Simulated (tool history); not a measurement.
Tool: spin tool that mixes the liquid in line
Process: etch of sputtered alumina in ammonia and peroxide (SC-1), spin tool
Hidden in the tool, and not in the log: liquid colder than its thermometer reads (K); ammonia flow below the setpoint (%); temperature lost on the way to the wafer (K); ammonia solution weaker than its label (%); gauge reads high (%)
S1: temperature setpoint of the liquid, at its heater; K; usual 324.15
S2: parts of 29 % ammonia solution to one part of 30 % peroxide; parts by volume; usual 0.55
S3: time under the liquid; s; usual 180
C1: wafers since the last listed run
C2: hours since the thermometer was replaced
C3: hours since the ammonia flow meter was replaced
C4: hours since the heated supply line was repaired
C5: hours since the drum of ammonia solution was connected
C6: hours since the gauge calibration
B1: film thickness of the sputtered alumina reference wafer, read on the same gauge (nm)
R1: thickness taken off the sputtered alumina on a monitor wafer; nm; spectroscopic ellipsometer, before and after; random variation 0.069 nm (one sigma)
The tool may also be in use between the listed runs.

run	hour	S1	S2	S3	C1	C2	C3	C4	C5	C6	B1	R1
1	0	324.15	0.55	180	0	1813.4	1715.8	3360.3	484.8	114.9	110.03	7.59
2	11	324.15	0.7	180	70	1824.4	1726.8	3371.3	495.8	125.9	110	7.84
3	20.9	324.15	0.7	180	63	1834.3	1736.7	3381.2	505.7	135.8	110	7.7
4	29.9	324.15	0.7	180	57	1843.3	1745.7	3390.2	514.7	144.8	110.04	7.78
5	45.3	324.15	0.55	180	98	1858.7	1761.1	3405.6	530.1	160.2	110.04	7.54
6	53.5	324.15	0.55	180	52	1866.9	1769.3	3413.8	538.3	168.4	110.02	7.55
7	62.5	324.15	0.55	180	57	1875.9	1778.3	3422.8	547.3	177.4	110.02	7.62
8	74.7	324.15	0.55	110	78	1888.1	1790.5	3435	559.5	189.6	110.01	4.62
9	87.4	324.15	0.55	110	81	1900.8	1803.2	3447.7	572.2	202.3	109.99	4.69
10	94	324.15	0.55	180	42	1907.4	1809.8	3454.3	578.8	208.9	109.94	7.64
# hour 100.1: heated supply line repaired
11	104.2	324.15	0.75	180	58	1917.6	1820	4.1	589	219.1	110.01	7.68
12	114.6	315.15	0.55	180	66	1928	1830.4	14.5	599.4	229.5	109.99	4.58
# hour 120.7: gauge calibrated
13	122.9	316.65	0.85	180	53	1936.3	1838.7	22.8	607.7	2.2	109.99	5.13
# hour 127.7: new drum of ammonia solution connected
14	135.7	324.15	0.3	75	75	1949.1	1851.5	35.6	8	15	110.03	2.95
15	145.8	329.15	0.85	180	64	1959.2	1861.6	45.7	18.1	25.1	110	10.34
# hour 152.7: thermometer replaced
16	154.5	318.65	0.55	255	49	1.8	1870.3	54.4	26.8	33.8	109.98	7.85
17	170.4	332.15	0.65	135	101	17.7	1886.2	70.3	42.7	49.7	110	8.87
# hour 184.6: ammonia flow meter replaced
18	185.9	324.15	0.8	180	92	33.2	1.3	85.8	58.2	65.2	109.99	7.77
19	229.5	324.15	0.55	245	278	76.8	44.9	129.4	101.8	108.8	109.98	10.24

Run 20 comes next. What will it give?
20	236.3	324.15	0.7	180	43	83.6	51.7	136.2	108.6	115.6	?	?

B1: 109.97
R1: 7.71 nm
Without the tool's hidden state the same run would have given R1 7.71 nm.

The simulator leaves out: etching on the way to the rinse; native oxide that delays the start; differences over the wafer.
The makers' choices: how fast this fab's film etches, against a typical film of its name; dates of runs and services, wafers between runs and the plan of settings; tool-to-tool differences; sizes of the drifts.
